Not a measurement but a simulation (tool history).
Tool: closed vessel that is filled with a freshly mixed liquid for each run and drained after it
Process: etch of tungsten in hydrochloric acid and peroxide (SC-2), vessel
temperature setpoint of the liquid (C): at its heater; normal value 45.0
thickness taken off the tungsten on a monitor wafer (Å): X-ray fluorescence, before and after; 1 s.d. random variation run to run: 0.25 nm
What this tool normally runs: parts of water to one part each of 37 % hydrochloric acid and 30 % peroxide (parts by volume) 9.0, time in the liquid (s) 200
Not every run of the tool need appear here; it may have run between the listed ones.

run     day  temperature setpoint of the liquid (C)  parts of water to one part each of 37 % hydrochloric acid and 30 % peroxide (parts by volume)  time in the liquid (s)  wafers since the last listed run  hours since the thermometer was replaced  hours since the chemicals flow meter was replaced  hours since the drum of peroxide was connected  hours since the gauge calibration  read-back film thickness of the tungsten reference wafer, read on the same gauge (nm)  thickness taken off the tungsten on a monitor wafer (Å)
  1   0.000                                    45.0                                                                                            9.0                     200                                 0                                     132.5                                              405.3                                           728.5                              617.8                                                                                  99.99                                                    391.2
  2   1.712                                    45.0                                                                                            9.0                     200                              4126                                     173.6                                              446.4                                           769.6                              658.9                                                                                 100.03                                                    391.7
  3   3.412                                    45.0                                                                                            9.0                     200                              4096                                     214.4                                              487.2                                           810.4                              699.7                                                                                 100.04                                                    385.9
  4   6.338                                    45.0                                                                                            9.0                     200                              7048                                     284.6                                              557.4                                           880.6                              769.9                                                                                  99.99                                                    389.1
  5   7.850                                    45.0                                                                                            9.0                     200                              3644                                     320.9                                              593.7                                           916.9                              806.2                                                                                  99.98                                                    389.1
      8.900  -- chemicals flow meter replaced
  6   8.921                                    45.0                                                                                            9.0                     200                              2480                                     346.6                                                0.5                                           942.6                              831.9                                                                                 100.01                                                    382.6
  7  15.404                                    45.0                                                                                            9.0                     200                             15623                                     502.2                                              156.1                                          1098.2                              987.5                                                                                 100.01                                                    376.1
  8  17.621                                    45.0                                                                                            9.0                     200                              5341                                     555.4                                              209.3                                          1151.4                             1040.7                                                                                  99.98                                                    374.4
  9  19.192                                    45.0                                                                                            9.0                     200                              3785                                     593.1                                              247.0                                          1189.1                             1078.4                                                                                  99.98                                                    375.6
     19.408  -- gauge calibrated
     20.821  -- new drum of peroxide connected
 10  21.075                                    38.0                                                                                            9.0                     145                              4438                                     638.3                                              292.2                                             6.1                               40.0                                                                                  99.98                                                    165.0
     22.954  -- thermometer replaced
 11  23.529                                    45.0                                                                                            9.0                     200                              5813                                      13.8                                              351.1                                            65.0                               98.9                                                                                  99.99                                                    394.2
 12  26.300                                    45.0                                                                                            9.0                     200                              6677                                      80.3                                              417.6                                           131.5                              165.4                                                                                 100.01                                                    396.1
 13  27.525                                    45.0                                                                                           11.0                     110                              2951                                     109.7                                              447.0                                           160.9                              194.8                                                                                 100.04                                                    181.3
 14  30.300                                    51.0                                                                                            9.0                     200                              6687                                     176.3                                              513.6                                           227.5                              261.4                                                                                 100.02                                                    586.4
 15  31.746                                    45.0                                                                                            9.0                     200                              3484                                     211.0                                              548.3                                           262.2                              296.1                                                                                  99.97                                                    386.1
 16  34.421                                    51.5                                                                                            9.0                     200                              6446                                     275.2                                              612.5                                           326.4                              360.3                                                                                 100.00                                                    595.3
 17  36.508                                    51.5                                                                                            9.0                     200                              5030                                     325.3                                              662.6                                           376.5                              410.4                                                                                  99.99                                                    593.1
     37.054  -- chemicals flow meter replaced
 18  38.258                                    48.5                                                                                            7.5                     200                              4116                                     367.3                                               28.9                                           418.5                              452.4                                                                                 100.00                                                    561.9
 19  40.121                                    37.5                                                                                            7.0                     200                              4488                                     412.0                                               73.6                                           463.2                              497.1                                                                                  99.96                                                    275.2
 20  42.508                                    54.5                                                                                            6.5                     250                              5753                                     469.3                                              130.9                                           520.5                              554.4                                                                                  99.99                                                   1153.1
 21  45.433                                    48.5                                                                                           11.5                     295                              7048                                     539.5                                              201.1                                           590.7                              624.6                                                                                 100.00                                                    577.6
 22  46.975                                    40.0                                                                                           11.5                     130                              3715                                     576.5                                              238.1                                           627.7                              661.6                                                                                 100.01                                                    138.3
 23  48.762                                    45.0                                                                                            6.5                     295                              4307                                     619.4                                              281.0                                           670.6                              704.5                                                                                  99.99                                                    705.8
 24  50.392                                    51.0                                                                                            4.5                     290                              3925                                     658.5                                              320.1                                           709.7                              743.6                                                                                  99.96                                                   1374.5
 25  51.833                                    45.0                                                                                            9.0                     200                              3474                                     693.1                                              354.7                                           744.3                              778.2                                                                                 100.01                                                    366.4
 26  53.696                                    36.5                                                                                            9.0                     200                              4488                                     737.8                                              399.4                                           789.0                              822.9                                                                                 100.00                                                    202.2
     55.029  -- thermometer replaced
 27  55.717                                    48.5                                                                                            4.5                     300                              4769                                      16.5                                              447.9                                           837.5                              871.4                                                                                 100.02                                                   1284.7
     57.517  -- gauge calibrated
 28  57.717                                    45.0                                                                                           12.5                     200                              4819                                      64.5                                              495.9                                           885.5                                4.8                                                                                 100.00                                                    299.3

Predict each of these 3 candidate next runs independently; none follows another, all start after run 28:
  A  57.746                                    45.0                                                                                            9.0                     200                                70                                      65.2                                              496.6                                           886.2                                5.5                                                                                      ?                                                        ?
  B  57.746                                    39.0                                                                                            9.0                     200                                70                                      65.2                                              496.6                                           886.2                                5.5                                                                                      ?                                                        ?
  C  57.746                                    41.5                                                                                            7.5                     200                                70                                      65.2                                              496.6                                           886.2                                5.5                                                                                      ?                                                        ?

run  read-back film thickness of the tungsten reference wafer, read on the same gauge (nm)  thickness taken off the tungsten on a monitor wafer (Å)
  A                                                                                  99.99                                                    394.0
  B                                                                                  99.99                                                    258.6
  C                                                                                  99.99                                                    357.5
Without the tool's unlogged condition, the same runs would have read:
run  thickness taken off the tungsten on a monitor wafer (Å)
  A                                                    399.2
  B                                                    262.1
  C                                                    362.3
